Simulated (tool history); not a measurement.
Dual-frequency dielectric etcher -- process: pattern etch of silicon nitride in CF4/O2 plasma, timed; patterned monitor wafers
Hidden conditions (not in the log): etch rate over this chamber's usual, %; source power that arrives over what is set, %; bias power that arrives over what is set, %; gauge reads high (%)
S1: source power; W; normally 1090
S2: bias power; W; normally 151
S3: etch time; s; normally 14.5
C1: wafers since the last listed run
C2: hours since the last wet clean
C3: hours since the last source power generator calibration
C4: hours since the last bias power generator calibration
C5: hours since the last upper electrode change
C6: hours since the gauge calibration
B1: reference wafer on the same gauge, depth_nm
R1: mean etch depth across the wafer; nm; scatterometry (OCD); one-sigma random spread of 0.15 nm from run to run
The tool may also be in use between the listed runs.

{"run": 1, "hour": 0.0, "S1": 1200, "S2": 151, "S3": 14.5, "C1": 0, "C2": 459.9, "C3": 1371.4, "C4": 3078.6, "C5": 2480.1, "C6": 1602.4, "B1": 57.1, "R1": 61.9}
{"hour": 38.6, "done": "wet clean of the chamber"}
{"run": 2, "hour": 39.1, "S1": 1200, "S2": 151, "S3": 14.5, "C1": 294, "C2": 0.5, "C3": 1410.5, "C4": 3117.7, "C5": 2519.2, "C6": 1641.5, "B1": 57.1, "R1": 62.3}
{"run": 3, "hour": 96.3, "S1": 1090, "S2": 178, "S3": 14.5, "C1": 1116, "C2": 57.7, "C3": 1467.7, "C4": 3174.9, "C5": 2576.4, "C6": 1698.7, "B1": 57.1, "R1": 61.1}
{"run": 4, "hour": 143.7, "S1": 1090, "S2": 178, "S3": 14.5, "C1": 925, "C2": 105.1, "C3": 1515.1, "C4": 3222.3, "C5": 2623.8, "C6": 1746.1, "B1": 57.1, "R1": 61.4}
{"run": 5, "hour": 169.0, "S1": 1150, "S2": 151, "S3": 13.0, "C1": 493, "C2": 130.4, "C3": 1540.4, "C4": 3247.6, "C5": 2649.1, "C6": 1771.4, "B1": 57.1, "R1": 53.7}
{"run": 6, "hour": 223.1, "S1": 1150, "S2": 151, "S3": 13.0, "C1": 1056, "C2": 184.5, "C3": 1594.5, "C4": 3301.7, "C5": 2703.2, "C6": 1825.5, "B1": 57.1, "R1": 53.7}
{"run": 7, "hour": 255.1, "S1": 1150, "S2": 151, "S3": 13.0, "C1": 624, "C2": 216.5, "C3": 1626.5, "C4": 3333.7, "C5": 2735.2, "C6": 1857.5, "B1": 57.1, "R1": 53.8}
{"run": 8, "hour": 388.4, "S1": 1090, "S2": 127, "S3": 14.5, "C1": 2602, "C2": 349.8, "C3": 1759.8, "C4": 3467.0, "C5": 2868.5, "C6": 1990.8, "B1": 57.1, "R1": 53.0}
{"run": 9, "hour": 415.8, "S1": 860, "S2": 130, "S3": 12.0, "C1": 534, "C2": 377.2, "C3": 1787.2, "C4": 3494.4, "C5": 2895.9, "C6": 2018.2, "B1": 57.1, "R1": 36.4}
{"hour": 474.6, "done": "upper electrode replaced"}
{"run": 10, "hour": 475.1, "S1": 1090, "S2": 114, "S3": 14.5, "C1": 689, "C2": 436.5, "C3": 1846.5, "C4": 3553.7, "C5": 0.5, "C6": 2077.5, "B1": 57.1, "R1": 51.3}
{"run": 11, "hour": 506.1, "S1": 1090, "S2": 114, "S3": 14.5, "C1": 605, "C2": 467.5, "C3": 1877.5, "C4": 3584.7, "C5": 31.5, "C6": 2108.5, "B1": 57.1, "R1": 51.3}
{"run": 12, "hour": 540.2, "S1": 1090, "S2": 151, "S3": 14.5, "C1": 665, "C2": 501.6, "C3": 1911.6, "C4": 3618.8, "C5": 65.6, "C6": 2142.6, "B1": 57.1, "R1": 57.0}
{"hour": 555.1, "done": "gauge calibrated"}
{"hour": 570.1, "done": "wet clean of the chamber"}
{"run": 13, "hour": 710.8, "S1": 940, "S2": 128, "S3": 14.5, "C1": 2861, "C2": 140.7, "C3": 2082.2, "C4": 3789.4, "C5": 236.2, "C6": 155.7, "B1": 57.1, "R1": 47.1}
{"run": 14, "hour": 771.1, "S1": 1270, "S2": 151, "S3": 16.5, "C1": 1177, "C2": 201.0, "C3": 2142.5, "C4": 3849.7, "C5": 296.5, "C6": 216.0, "B1": 57.1, "R1": 74.1}
{"hour": 789.5, "done": "source power generator calibrated"}
{"run": 15, "hour": 839.6, "S1": 1350, "S2": 179, "S3": 16.0, "C1": 1259, "C2": 269.5, "C3": 50.1, "C4": 3918.2, "C5": 365.0, "C6": 284.5, "B1": 57.1, "R1": 80.7}
{"run": 16, "hour": 896.5, "S1": 880, "S2": 119, "S3": 16.5, "C1": 1110, "C2": 326.4, "C3": 107.0, "C4": 3975.1, "C5": 421.9, "C6": 341.4, "B1": 57.1, "R1": 49.3}
{"run": 17, "hour": 957.1, "S1": 1090, "S2": 169, "S3": 14.5, "C1": 1183, "C2": 387.0, "C3": 167.6, "C4": 4035.7, "C5": 482.5, "C6": 402.0, "B1": 57.1, "R1": 59.7}
{"hour": 1016.3, "done": "wet clean of the chamber"}
{"run": 18, "hour": 1112.2, "S1": 1090, "S2": 151, "S3": 14.5, "C1": 2559, "C2": 95.9, "C3": 322.7, "C4": 4190.8, "C5": 637.6, "C6": 557.1, "B1": 57.1, "R1": 57.0}
{"hour": 1144.0, "done": "bias power generator calibrated"}
{"run": 19, "hour": 1267.0, "S1": 1330, "S2": 126, "S3": 10.5, "C1": 2943, "C2": 250.7, "C3": 477.5, "C4": 123.0, "C5": 792.4, "C6": 711.9, "B1": 57.1, "R1": 45.8}
{"run": 20, "hour": 1334.1, "S1": 920, "S2": 137, "S3": 13.5, "C1": 1309, "C2": 317.8, "C3": 544.6, "C4": 190.1, "C5": 859.5, "C6": 779.0, "B1": 57.1, "R1": 44.2}
{"run": 21, "hour": 1374.2, "S1": 1090, "S2": 151, "S3": 14.5, "C1": 782, "C2": 357.9, "C3": 584.7, "C4": 230.2, "C5": 899.6, "C6": 819.1, "B1": 57.1, "R1": 56.8}
{"hour": 1451.5, "done": "wet clean of the chamber"}
{"run": 22, "hour": 1452.0, "S1": 1090, "S2": 151, "S3": 14.5, "C1": 1050, "C2": 0.5, "C3": 662.5, "C4": 308.0, "C5": 977.4, "C6": 896.9, "B1": 57.1, "R1": 57.3}
{"run": 23, "hour": 1487.2, "S1": 1090, "S2": 151, "S3": 14.5, "C1": 687, "C2": 35.7, "C3": 697.7, "C4": 343.2, "C5": 1012.6, "C6": 932.1, "B1": 57.1, "R1": 57.1}
{"run": 24, "hour": 1516.1, "S1": 1200, "S2": 151, "S3": 14.5, "C1": 564, "C2": 64.6, "C3": 726.6, "C4": 372.1, "C5": 1041.5, "C6": 961.0, "B1": 57.1, "R1": 62.1}
{"run": 25, "hour": 1580.5, "S1": 1090, "S2": 151, "S3": 16.0, "C1": 1257, "C2": 129.0, "C3": 791.0, "C4": 436.5, "C5": 1105.9, "C6": 1025.4, "B1": 57.1, "R1": 63.0}
{"run": 26, "hour": 1633.2, "S1": 1090, "S2": 151, "S3": 14.5, "C1": 1028, "C2": 181.7, "C3": 843.7, "C4": 489.2, "C5": 1158.6, "C6": 1078.1, "B1": 57.1, "R1": 57.4}
{"run": 27, "hour": 1674.5, "S1": 1280, "S2": 120, "S3": 14.5, "C1": 806, "C2": 223.0, "C3": 885.0, "C4": 530.5, "C5": 1199.9, "C6": 1119.4, "B1": 57.1, "R1": 59.7}
{"run": 28, "hour": 1716.1, "S1": 1230, "S2": 182, "S3": 17.0, "C1": 812, "C2": 264.6, "C3": 926.6, "C4": 572.1, "C5": 1241.5, "C6": 1161.0, "B1": 57.1, "R1": 80.4}
{"run": 29, "hour": 1768.2, "S1": 1090, "S2": 184, "S3": 14.5, "C1": 1017, "C2": 316.7, "C3": 978.7, "C4": 624.2, "C5": 1293.6, "C6": 1213.1, "B1": 57.1, "R1": 61.9}

Consider 5 possible next runs. They are alternatives, not a sequence: every one starts from the tool as it was left by run 29. What does each give?
{"run": "A", "hour": 1768.6, "S1": 1090, "S2": 162, "S3": 14.5, "C1": 7, "C2": 317.1, "C3": 979.1, "C4": 624.6, "C5": 1294.0, "C6": 1213.5, "B1": "?", "R1": "?"}
{"run": "B", "hour": 1768.6, "S1": 1000, "S2": 151, "S3": 17.0, "C1": 7, "C2": 317.1, "C3": 979.1, "C4": 624.6, "C5": 1294.0, "C6": 1213.5, "B1": "?", "R1": "?"}
{"run": "C", "hour": 1768.6, "S1": 1020, "S2": 151, "S3": 10.0, "C1": 7, "C2": 317.1, "C3": 979.1, "C4": 624.6, "C5": 1294.0, "C6": 1213.5, "B1": "?", "R1": "?"}
{"run": "D", "hour": 1768.6, "S1": 920, "S2": 151, "S3": 17.5, "C1": 7, "C2": 317.1, "C3": 979.1, "C4": 624.6, "C5": 1294.0, "C6": 1213.5, "B1": "?", "R1": "?"}
{"run": "E", "hour": 1768.6, "S1": 1090, "S2": 139, "S3": 18.5, "C1": 7, "C2": 317.1, "C3": 979.1, "C4": 624.6, "C5": 1294.0, "C6": 1213.5, "B1": "?", "R1": "?"}

run=A B1=57.1 R1=58.7
run=B B1=57.1 R1=62.2
run=C B1=57.1 R1=37.2
run=D B1=57.1 R1=59.7
run=E B1=57.1 R1=70.4
The same runs, with their run-to-run variation unchanged, on a tool lacking any hidden condition would have given:
run=A R1=58.7
run=B R1=62.2
run=C R1=37.2
run=D R1=59.7
run=E R1=70.4
